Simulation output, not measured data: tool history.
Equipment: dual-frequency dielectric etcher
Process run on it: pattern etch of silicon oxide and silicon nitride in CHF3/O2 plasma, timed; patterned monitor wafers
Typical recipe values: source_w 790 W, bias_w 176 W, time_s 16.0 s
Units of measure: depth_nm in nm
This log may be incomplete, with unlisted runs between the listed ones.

| run | day | source_w | bias_w | time_s | read-back reference wafer on the same gauge, depth_nm | depth_nm |
|---|---|---|---|---|---|---|
| 1 | 0.000 | 790 | 165 | 16.0 | 29.31 | 26.30 |
| 2 | 2.650 | 790 | 165 | 16.0 | 29.30 | 26.35 |
| 3 | 4.717 | 790 | 176 | 18.0 | 29.29 | 30.55 |
|  | 8.188 | bias power generator calibrated |
| 4 | 9.200 | 790 | 176 | 18.0 | 29.27 | 31.40 |
|  | 12.167 | upper electrode replaced |
| 5 | 12.188 | 790 | 176 | 16.0 | 29.25 | 27.78 |
| 6 | 15.646 | 790 | 176 | 16.0 | 29.27 | 27.85 |
| 7 | 18.021 | 790 | 176 | 16.0 | 29.29 | 27.76 |
| 8 | 19.558 | 640 | 161 | 11.5 | 29.30 | 17.66 |
|  | 28.979 | wet clean of the chamber |
| 9 | 32.221 | 790 | 208 | 16.0 | 29.29 | 30.03 |
| 10 | 35.121 | 790 | 176 | 16.0 | 29.31 | 27.87 |
| 11 | 38.246 | 790 | 146 | 13.5 | 29.31 | 21.51 |
| 12 | 40.546 | 900 | 195 | 13.5 | 29.31 | 26.03 |
| 13 | 42.950 | 660 | 176 | 16.0 | 29.29 | 25.87 |
| 14 | 46.308 | 790 | 176 | 16.0 | 29.34 | 27.83 |
| 15 | 51.379 | 880 | 176 | 16.0 | 29.29 | 29.04 |
| 16 | 53.654 | 790 | 213 | 11.0 | 29.33 | 20.76 |
|  | 54.925 | gauge calibrated |
| 17 | 57.333 | 960 | 210 | 14.5 | 29.34 | 29.66 |
| 18 | 59.029 | 700 | 159 | 16.0 | 29.27 | 25.47 |
|  | 60.754 | wet clean of the chamber |
|  | 61.200 | source power generator calibrated |
| 19 | 61.792 | 720 | 176 | 18.0 | 29.32 | 29.87 |
| 20 | 64.375 | 720 | 144 | 16.0 | 29.29 | 24.30 |
| 21 | 66.404 | 640 | 162 | 16.0 | 29.35 | 24.22 |
| 22 | 68.729 | 660 | 176 | 16.0 | 29.30 | 25.61 |
| 23 | 71.671 | 700 | 176 | 18.0 | 29.33 | 29.32 |
| 24 | 73.267 | 850 | 136 | 12.5 | 29.33 | 19.74 |
| 25 | 76.838 | 940 | 176 | 17.5 | 29.31 | 31.93 |
| 26 | 80.850 | 650 | 217 | 13.5 | 29.30 | 23.51 |
| 27 | 84.800 | 980 | 176 | 16.0 | 29.33 | 29.92 |
| 28 | 86.400 | 790 | 176 | 16.0 | 29.29 | 27.45 |
|  | 87.575 | wet clean of the chamber |
| 29 | 90.671 | 790 | 176 | 16.0 | 29.33 | 27.36 |

Forecast each of these 4 alternatives for the next run:
| A | 90.688 | 790 | 176 | 16.0 | ? | ? |
| B | 90.688 | 790 | 153 | 16.0 | ? | ? |
| C | 90.688 | 790 | 154 | 21.0 | ? | ? |
| D | 90.688 | 790 | 136 | 20.0 | ? | ? |

| run | read-back reference wafer on the same gauge, depth_nm | depth_nm |
|---|---|---|
| A | 29.32 | 27.36 |
| B | 29.32 | 25.71 |
| C | 29.32 | 33.84 |
| D | 29.32 | 30.48 |
What these runs would have given with no unlogged condition in the tool:
| run | depth_nm |
|---|---|
| A | 27.60 |
| B | 25.92 |
| C | 34.12 |
| D | 30.72 |
